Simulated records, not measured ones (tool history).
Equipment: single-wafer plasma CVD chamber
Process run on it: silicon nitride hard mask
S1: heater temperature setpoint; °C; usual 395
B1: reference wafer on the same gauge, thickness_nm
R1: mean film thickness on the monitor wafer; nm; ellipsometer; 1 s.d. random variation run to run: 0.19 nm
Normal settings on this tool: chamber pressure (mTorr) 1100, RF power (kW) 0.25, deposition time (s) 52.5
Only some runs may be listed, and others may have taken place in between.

Run 1, hour 0: usual settings but chamber pressure (mTorr) 1170; B1 49.234. Result: R1 50.479 nm.
Run 2, hour 67: usual settings but chamber pressure (mTorr) 1170; B1 49.164. Result: R1 50.329 nm.
Run 3, hour 165.6: usual settings but chamber pressure (mTorr) 1170; B1 49.185. Result: R1 50.38 nm.
Run 4, hour 216.8: usual settings; B1 49.22. Result: R1 49.144 nm.
Run 5, hour 269.3: usual settings; B1 49.217. Result: R1 49.041 nm.
Run 6, hour 309.5: usual settings; B1 49.172. Result: R1 49.123 nm.
Run 7, hour 430.6: usual settings; B1 49.236. Result: R1 49.475 nm.
Run 8, hour 467.6: usual settings; B1 49.131. Result: R1 49.135 nm.
Run 9, hour 501.9: usual settings; B1 49.172. Result: R1 49.08 nm.
Run 10, hour 555: usual settings; B1 49.131. Result: R1 49.245 nm.
Run 11, hour 586.7: usual settings; B1 49.197. Result: R1 49.285 nm.
Run 12, hour 634.8: usual settings; B1 49.203. Result: R1 49.023 nm.
Run 13, hour 689.2: usual settings but S1 387 °C, chamber pressure (mTorr) 1240; B1 49.208. Result: R1 51.632 nm.
Run 14, hour 738.2: usual settings but chamber pressure (mTorr) 900; B1 49.139. Result: R1 45.306 nm.
Run 15, hour 800.7: usual settings but S1 382 °C, chamber pressure (mTorr) 1210, RF power (kW) 0.21, deposition time (s) 58.4; B1 49.207. Result: R1 47.536 nm.
Run 16, hour 845.6: usual settings but S1 382 °C, RF power (kW) 0.275; B1 49.19. Result: R1 53.949 nm.
Run 17, hour 896.6: usual settings but S1 405 °C, chamber pressure (mTorr) 1350, RF power (kW) 0.21, deposition time (s) 45.2; B1 49.224. Result: R1 37.409 nm.
Run 18, hour 941.2: usual settings but S1 386 °C; B1 49.214. Result: R1 49.267 nm.
Run 19, hour 992.7: usual settings but S1 401 °C, RF power (kW) 0.295, deposition time (s) 43.9; B1 49.221. Result: R1 47.624 nm.
Run 20, hour 1062.1: usual settings; B1 49.153. Result: R1 49.535 nm.
Run 21, hour 1098.8: usual settings but S1 410 °C, RF power (kW) 0.275; B1 49.217. Result: R1 53.436 nm.
Run 22, hour 1127.8: usual settings; B1 49.182. Result: R1 48.693 nm.
Run 23, hour 1188.7: usual settings but S1 404 °C, deposition time (s) 44.4; B1 49.179. Result: R1 41.38 nm.
Run 24, hour 1252.7: usual settings; B1 49.18. Result: R1 48.944 nm.
Run 25, hour 1297.8: usual settings but chamber pressure (mTorr) 1320, RF power (kW) 0.22; B1 49.202. Result: R1 45.873 nm.
Run 26, hour 1351.1: usual settings but S1 380 °C, RF power (kW) 0.225, deposition time (s) 44.8; B1 49.16. Result: R1 37.628 nm.

Removed from this log: 5 entries logged between the listed runs. Between which two listed runs does each belong, and how does the tool's hidden state at the listed run before it compare with that at the listed run after it?
Run 9 -> run 10: RF generator calibrated (hour 544.5); showerhead replaced (hour 554.5)
  nothing in the hidden state changes from one run to the other
Run 10 -> run 11: gauge calibrated (hour 585.3)
  nothing in the hidden state changes from one run to the other
Run 15 -> run 16: capacitance manometer re-zeroed and calibrated (hour 842.8)
  nothing in the hidden state changes from one run to the other
Run 18 -> run 19: thermocouple changed; heater temperature recalibrated (hour 968.1)
  nothing in the hidden state changes from one run to the other
